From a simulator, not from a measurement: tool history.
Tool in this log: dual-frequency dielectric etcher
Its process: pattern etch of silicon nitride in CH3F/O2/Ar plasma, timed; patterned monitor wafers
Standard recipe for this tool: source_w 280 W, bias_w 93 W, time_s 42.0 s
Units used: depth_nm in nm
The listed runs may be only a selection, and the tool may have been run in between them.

run     day  source_w  bias_w  time_s  wafers since the last listed run  hours since the last wet clean  hours since the last source power generator calibration  hours since the last bias power generator calibration  hours since the last upper electrode change  hours since the gauge calibration  read-back reference wafer on the same gauge, depth_nm  depth_nm
  1   0.000       280      93    42.0                                 0                           218.6                                                   3271.4                                                 3384.9                                       1716.9                              158.2                                                  27.89     29.75
  2   1.079       240      93    51.0                               199                           244.5                                                   3297.3                                                 3410.8                                       1742.8                              184.1                                                  27.90     34.04
  3   2.496       240      93    51.0                               262                           278.5                                                   3331.3                                                 3444.8                                       1776.8                              218.1                                                  27.91     34.20
  4   3.508       240      93    51.0                               187                           302.8                                                   3355.6                                                 3469.1                                       1801.1                              242.4                                                  27.89     34.03
  5   4.633       280      93    42.0                               208                           329.8                                                   3382.6                                                 3496.1                                       1828.1                              269.4                                                  27.89     30.01
  6   6.058       280      93    39.5                               263                           364.0                                                   3416.8                                                 3530.3                                       1862.3                              303.6                                                  27.92     28.37
  7   7.167       280      93    39.5                               205                           390.6                                                   3443.4                                                 3556.9                                       1888.9                              330.2                                                  27.87     28.31
  8   7.954       280      93    39.5                               145                           409.5                                                   3462.3                                                 3575.8                                       1907.8                              349.1                                                  27.89     28.38
      8.212  -- source power generator calibrated
  9   9.112       280      93    42.0                               183                           437.3                                                     21.6                                                 3603.6                                       1935.6                              376.9                                                  27.87     30.36
 10  10.312       280      86    42.0                               222                           466.1                                                     50.4                                                 3632.4                                       1964.4                              405.7                                                  27.91     29.51
 11  11.779       280      86    46.0                               271                           501.3                                                     85.6                                                 3667.6                                       1999.6                              440.9                                                  27.90     32.35
     12.779  -- gauge calibrated
     13.467  -- upper electrode replaced
 12  13.488       240      93    51.0                               131                           542.3                                                    126.6                                                 3708.6                                          0.5                               17.0                                                  27.90     34.63
 13  13.817       250     110    42.0                                60                           550.2                                                    134.5                                                 3716.5                                          8.4                               24.9                                                  27.88     30.96
     15.604  -- wet clean of the chamber
 14  15.625       260      86    31.5                               149                             0.5                                                    177.9                                                 3759.9                                         51.8                               68.3                                                  27.88     20.81
 15  15.904       240      76    51.0                                51                             7.2                                                    184.6                                                 3766.6                                         58.5                               75.0                                                  27.90     31.20
 16  16.458       240      93    48.5                               102                            20.5                                                    197.9                                                 3779.9                                         71.8                               88.3                                                  27.91     31.94
 17  17.267       340      86    53.0                               149                            39.9                                                    217.3                                                 3799.3                                         91.2                              107.7                                                  27.89     39.04
 18  18.046       340     115    54.0                               144                            58.6                                                    236.0                                                 3818.0                                        109.9                              126.4                                                  27.88     44.35
 19  18.850       340      93    42.0                               148                            77.9                                                    255.3                                                 3837.3                                        129.2                              145.7                                                  27.89     31.94
 20  19.600       210      84    37.0                               138                            95.9                                                    273.3                                                 3855.3                                        147.2                              163.7                                                  27.91     22.27
     20.192  -- bias power generator calibrated
 21  21.958       280      93    42.0                               405                           152.5                                                    329.9                                                   42.4                                        203.8                              220.3                                                  27.89     29.80
 22  22.833       310     102    31.5                               162                           173.5                                                    350.9                                                   63.4                                        224.8                              241.3                                                  27.89     24.10
 23  24.275       240     114    42.0                               267                           208.1                                                    385.5                                                   98.0                                        259.4                              275.9                                                  27.88     30.05
 24  25.125       280      93    42.0                               157                           228.5                                                    405.9                                                  118.4                                        279.8                              296.3                                                  27.89     29.97
 25  25.829       280      93    52.5                               130                           245.4                                                    422.8                                                  135.3                                        296.7                              313.2                                                  27.90     37.08
 26  26.450       340      77    42.0                               114                           260.3                                                    437.7                                                  150.2                                        311.6                              328.1                                                  27.88     30.19
 27  27.300       280      93    42.0                               157                           280.7                                                    458.1                                                  170.6                                        332.0                              348.5                                                  27.91     29.92
 28  28.438       280     112    50.5                               210                           308.0                                                    485.4                                                  197.9                                        359.3                              375.8                                                  27.88     38.44
 29  29.288       280      79    42.0                               157                           328.4                                                    505.8                                                  218.3                                        379.7                              396.2                                                  27.92     28.46
 30  30.342       280     112    42.0                               195                           353.7                                                    531.1                                                  243.6                                        405.0                              421.5                                                  27.89     32.29
 31  31.225       280      79    42.0                               163                           374.9                                                    552.3                                                  264.8                                        426.2                              442.7                                                  27.90     28.62

Each row is a separate what-if for the run after 31, all from the same tool condition, not one after another. Results?
  A  31.242       240      93    42.0                                 3                           375.3                                                    552.7                                                  265.2                                        426.6                              443.1                                                      ?         ?
  B  31.242       280      78    37.5                                 3                           375.3                                                    552.7                                                  265.2                                        426.6                              443.1                                                      ?         ?
  C  31.242       280      93    29.5                                 3                           375.3                                                    552.7                                                  265.2                                        426.6                              443.1                                                      ?         ?

run  read-back reference wafer on the same gauge, depth_nm  depth_nm
  A                                                  27.91     28.28
  B                                                  27.91     25.31
  C                                                  27.91     21.13
With no hidden state in the tool, these same runs would have given:
run  depth_nm
  A     27.48
  B     24.59
  C     20.53
